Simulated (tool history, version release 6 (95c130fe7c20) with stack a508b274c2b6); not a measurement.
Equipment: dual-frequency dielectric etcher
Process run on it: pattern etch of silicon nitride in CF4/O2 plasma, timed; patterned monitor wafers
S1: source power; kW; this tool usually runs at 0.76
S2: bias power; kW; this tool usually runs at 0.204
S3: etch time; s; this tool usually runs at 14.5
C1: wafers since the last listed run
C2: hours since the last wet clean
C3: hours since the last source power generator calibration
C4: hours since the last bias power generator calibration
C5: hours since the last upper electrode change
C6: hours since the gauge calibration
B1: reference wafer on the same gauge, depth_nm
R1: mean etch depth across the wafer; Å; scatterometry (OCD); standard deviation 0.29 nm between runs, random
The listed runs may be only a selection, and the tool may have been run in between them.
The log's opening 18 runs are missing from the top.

run   hour    S1     S2    S3   C1     C2     C3     C4     C5     C6     B1     R1
     466.1  -- gauge calibrated
 19  493.8  0.76   0.22  14.5  555  133.4  177.5  159.4    404   27.7  39.01    427
 20  507.4  0.76  0.219    17  241    147  191.1    173  417.6   41.3  38.99  500.4
 21  523.1  0.76  0.204  14.5  278  162.7  206.8  188.7  433.3     57  39.01  422.2
 22  548.1  0.65  0.254  12.5  443  187.7  231.8  213.7  458.3     82  39.04  324.2
 23  562.6  0.76  0.204  13.5  257  202.2  246.3  228.2  472.8   96.5  38.98  394.9
 24  598.4  0.62  0.222  14.5  634    238  282.1    264  508.6  132.3  39.04  343.2
 25  614.1  0.66  0.223  14.5  278  253.7  297.8  279.7  524.3    148  39.03  367.7
 26  638.5  0.76  0.204  14.5  432  278.1  322.2  304.1  548.7  172.4  39.03  418.1
 27  666.9   0.9  0.229  14.5  503  306.5  350.6  332.5  577.1  200.8  39.03  513.7
 28    683  0.68  0.204  16.5  285  322.6  366.7  348.6  593.2  216.9  39.06  427.6
 29  718.2  0.76  0.204  14.5  624  357.8  401.9  383.8  628.4  252.1     39  419.5
 30  748.2  0.76  0.204    16  532  387.8  431.9  413.8  658.4  282.1  39.02  465.7

Each row is a separate what-if for the run after 30, all from the same tool condition, not one after another. Results?
  A  748.6  0.76  0.204  14.5   7  388.2  432.3  414.2  658.8  282.5   ?   ?
  B  748.6  0.89  0.247    13   7  388.2  432.3  414.2  658.8  282.5   ?   ?
  C  748.6  0.86  0.248  18.5   7  388.2  432.3  414.2  658.8  282.5   ?   ?
  D  748.6  0.91  0.227  14.5   7  388.2  432.3  414.2  658.8  282.5   ?   ?

run     B1     R1
  A  39.13  423.1
  B  39.13  470.2
  C  39.13    647
  D  39.13    524
Had the tool no hidden state, the same runs would have come out as:
run     R1
  A  419.3
  B    466
  C  641.2
  D  519.2
